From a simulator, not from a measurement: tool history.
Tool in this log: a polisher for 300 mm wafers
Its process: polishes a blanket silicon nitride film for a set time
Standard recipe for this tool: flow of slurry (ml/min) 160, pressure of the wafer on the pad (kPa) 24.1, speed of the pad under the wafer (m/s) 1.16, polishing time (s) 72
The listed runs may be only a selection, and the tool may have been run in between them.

run	hour	flow of slurry (ml/min)	pressure of the wafer on the pad (kPa)	speed of the pad under the wafer (m/s)	polishing time (s)	wafers since the last listed run	wafers polished on this pad	hours since the slurry nozzle was cleaned	hours since the head pressure was calibrated	incoming thickness of the incoming film, nm	film removed (angstrom)
1	0	140	24.1	1.16	72	0	686	794	461.3	938.4	1226
2	68.9	140	24.1	1.16	72	510	1197	862.9	530.2	937.1	1243
# hour 88.1: slurry nozzle cleaned
3	174.5	160	24.1	1.16	92	775	1972	86.4	635.8	937.7	1734
# hour 181.3: head pressure recalibrated
4	239.8	160	24.1	1.16	72	469	2442	151.7	58.5	936	1162
5	317.8	160	24.1	1.16	72	578	3020	229.7	136.5	921.2	1166
6	383.8	160	24.1	1.16	72	489	3510	295.7	202.5	927.8	1187
# hour 407.2: worn pad replaced by a new one
7	460.5	160	24.1	1.16	72	539	395	372.4	279.2	942.5	1178
8	538.2	160	24.1	1.16	72	576	971	450.1	356.9	926.8	1219
9	588	160	24.1	1.16	72	369	1340	499.9	406.7	918.6	1230
10	661.9	160	17.9	1.16	72	548	1889	573.8	480.6	912.2	932
# hour 736: head pressure recalibrated
11	736.5	160	17.9	1.16	72	538	2427	648.4	0.5	930.7	885
12	821.1	160	24.1	1.16	72	627	3054	733	85.1	938.6	1197
13	908.5	160	24.1	1.16	72	648	3703	820.4	172.5	928.9	1208
# hour 936.3: slurry nozzle cleaned
14	952.6	160	24.1	1.16	72	319	4022	16.3	216.6	930.7	1200
# hour 1081: worn pad replaced by a new one
15	1236.8	160	24.1	1.16	72	2078	1155	300.5	500.8	942.8	1313
# hour 1259.3: head pressure recalibrated
16	1330	160	24.1	1.16	72	676	1832	393.7	70.7	919	1144
17	1392.3	180	24.1	1.16	72	462	2294	456	133	914.6	1193
# hour 1649.9: slurry nozzle cleaned
18	1682.4	160	24.1	1.16	72	2144	4438	32.5	423.1	923.5	1218
# hour 1709.3: worn pad replaced by a new one
19	1737.8	140	29	1.16	63	381	211	87.9	478.5	923.9	1325

What does the tool deliver on the next run?
20	1795.8	160	24.1	1.4	72	430	641	145.9	536.5	919.3	?

film removed (angstrom): 1484
Take away the tool's hidden state, keep the run-to-run variation as it was, and the same run would have given film removed (angstrom) 1360.

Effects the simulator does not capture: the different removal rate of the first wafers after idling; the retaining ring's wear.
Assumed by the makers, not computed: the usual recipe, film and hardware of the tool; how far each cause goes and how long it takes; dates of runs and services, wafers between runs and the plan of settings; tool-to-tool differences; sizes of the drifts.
